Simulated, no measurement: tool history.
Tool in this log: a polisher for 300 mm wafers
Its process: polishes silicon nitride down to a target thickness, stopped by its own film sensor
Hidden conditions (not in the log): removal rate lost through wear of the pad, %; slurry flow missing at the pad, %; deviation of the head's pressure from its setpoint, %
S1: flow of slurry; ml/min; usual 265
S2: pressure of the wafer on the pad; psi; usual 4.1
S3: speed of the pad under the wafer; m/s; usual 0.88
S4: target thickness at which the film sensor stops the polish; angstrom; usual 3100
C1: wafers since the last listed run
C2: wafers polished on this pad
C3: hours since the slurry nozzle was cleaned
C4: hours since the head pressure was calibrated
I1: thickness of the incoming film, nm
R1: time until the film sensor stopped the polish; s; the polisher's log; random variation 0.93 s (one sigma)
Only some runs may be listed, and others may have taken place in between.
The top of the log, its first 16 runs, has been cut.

Run 17, hour 1010.6: usual settings but S2 3.7 psi, S3 1.04 m/s, S4 2720 angstrom; C1 238; C2 1712; C3 248.7; C4 321.9; I1 468.9. Result: R1 135.8 s.
Run 18, hour 1078: usual settings but S1 195 ml/min, S3 0.78 m/s, S4 2560 angstrom; C1 493; C2 2205; C3 316.1; C4 389.3; I1 459.1. Result: R1 172.8 s.
Run 19, hour 1143.9: usual settings; C1 482; C2 2687; C3 382; C4 455.2; I1 467.6. Result: R1 117.7 s.
Run 20, hour 1168.5: usual settings but S2 3 psi, S3 1.06 m/s, S4 2550 angstrom; C1 179; C2 2867; C3 406.6; C4 479.8; I1 467.7. Result: R1 178.1 s.
Run 21, hour 1234.3: usual settings but S1 305 ml/min, S2 4.8 psi, S4 2850 angstrom; C1 481; C2 3348; C3 472.4; C4 545.6; I1 476.1. Result: R1 126.7 s.
At hour 1254.6: slurry nozzle cleaned.
Run 22, hour 1266.5: usual settings but S3 0.7 m/s, S4 3310 angstrom; C1 228; C2 3576; C3 11.9; C4 577.8; I1 459.8. Result: R1 123.3 s.
At hour 1292.4: worn pad replaced by a new one.
Run 23, hour 1301.9: usual settings but S1 195 ml/min; C1 229; C2 69; C3 47.3; C4 613.2; I1 459. Result: R1 112.8 s.
At hour 1305.2: head pressure recalibrated.
Run 24, hour 1481.5: usual settings; C1 1299; C2 1368; C3 226.9; C4 176.3; I1 467.2. Result: R1 114.1 s.
Run 25, hour 1533.2: usual settings but S1 325 ml/min, S3 1.02 m/s; C1 378; C2 1746; C3 278.6; C4 228; I1 471.1. Result: R1 101.9 s.
Run 26, hour 1572.1: usual settings; C1 284; C2 2031; C3 317.5; C4 266.9; I1 466.2. Result: R1 113.6 s.
Run 27, hour 1612.5: usual settings; C1 295; C2 2326; C3 357.9; C4 307.3; I1 474.4. Result: R1 121.8 s.
Run 28, hour 1658.1: usual settings but S1 325 ml/min, S4 3560 angstrom; C1 333; C2 2660; C3 403.5; C4 352.9; I1 471.9. Result: R1 85.3 s.
Run 29, hour 1704.6: usual settings but S1 175 ml/min, S2 4.5 psi, S3 1.02 m/s, S4 2920 angstrom; C1 340; C2 3000; C3 450; C4 399.4; I1 470.1. Result: R1 117.7 s.
Run 30, hour 1730.9: usual settings but S1 330 ml/min, S3 0.72 m/s; C1 192; C2 3192; C3 476.3; C4 425.7; I1 470.9. Result: R1 141.9 s.
At hour 1737.3: slurry nozzle cleaned.
Run 31, hour 1801.1: usual settings but S3 0.7 m/s, S4 3310 angstrom; C1 506; C2 3699; C3 63.8; C4 495.9; I1 468.2. Result: R1 129.2 s.
At hour 1804.7: head pressure recalibrated.
At hour 1824.4: worn pad replaced by a new one.
Run 32, hour 1831.2: usual settings; C1 176; C2 49; C3 93.9; C4 26.5; I1 465.2. Result: R1 108.8 s.
Run 33, hour 1888.9: usual settings; C1 422; C2 471; C3 151.6; C4 84.2; I1 469.7. Result: R1 113 s.
Run 34, hour 1938.6: usual settings but S4 3310 angstrom; C1 363; C2 835; C3 201.3; C4 133.9; I1 470.4. Result: R1 98.7 s.
Run 35, hour 1983.7: usual settings but S2 3.1 psi; C1 329; C2 1165; C3 246.4; C4 179; I1 463.9. Result: R1 135.6 s.

Consider 5 possible next runs. They are alternatives, not a sequence: every one starts from the tool as it was left by run 35. What does each give?
Run A, hour 1984.2: usual settings; C1 3; C2 1168; C3 246.9; C4 179.5; I1 472.2. Result: R1 ?.
Run B, hour 1984.2: usual settings but S2 3.5 psi, S3 0.7 m/s; C1 3; C2 1168; C3 246.9; C4 179.5; I1 472.2. Result: R1 ?.
Run C, hour 1984.2: usual settings but S1 185 ml/min; C1 3; C2 1168; C3 246.9; C4 179.5; I1 472.2. Result: R1 ?.
Run D, hour 1984.2: usual settings but S2 2.8 psi; C1 3; C2 1168; C3 246.9; C4 179.5; I1 472.2. Result: R1 ?.
Run E, hour 1984.2: usual settings but S1 210 ml/min, S2 3.4 psi, S3 0.76 m/s, S4 3310 angstrom; C1 3; C2 1168; C3 246.9; C4 179.5; I1 472.2. Result: R1 ?.

run     R1
  A  116.8
  B  159.2
  C  122.7
  D  157.4
  E  136.7
With no hidden state in the tool, these same runs would have given:
run     R1
  A  115.6
  B  157.5
  C  121.4
  D  155.7
  E  135.3
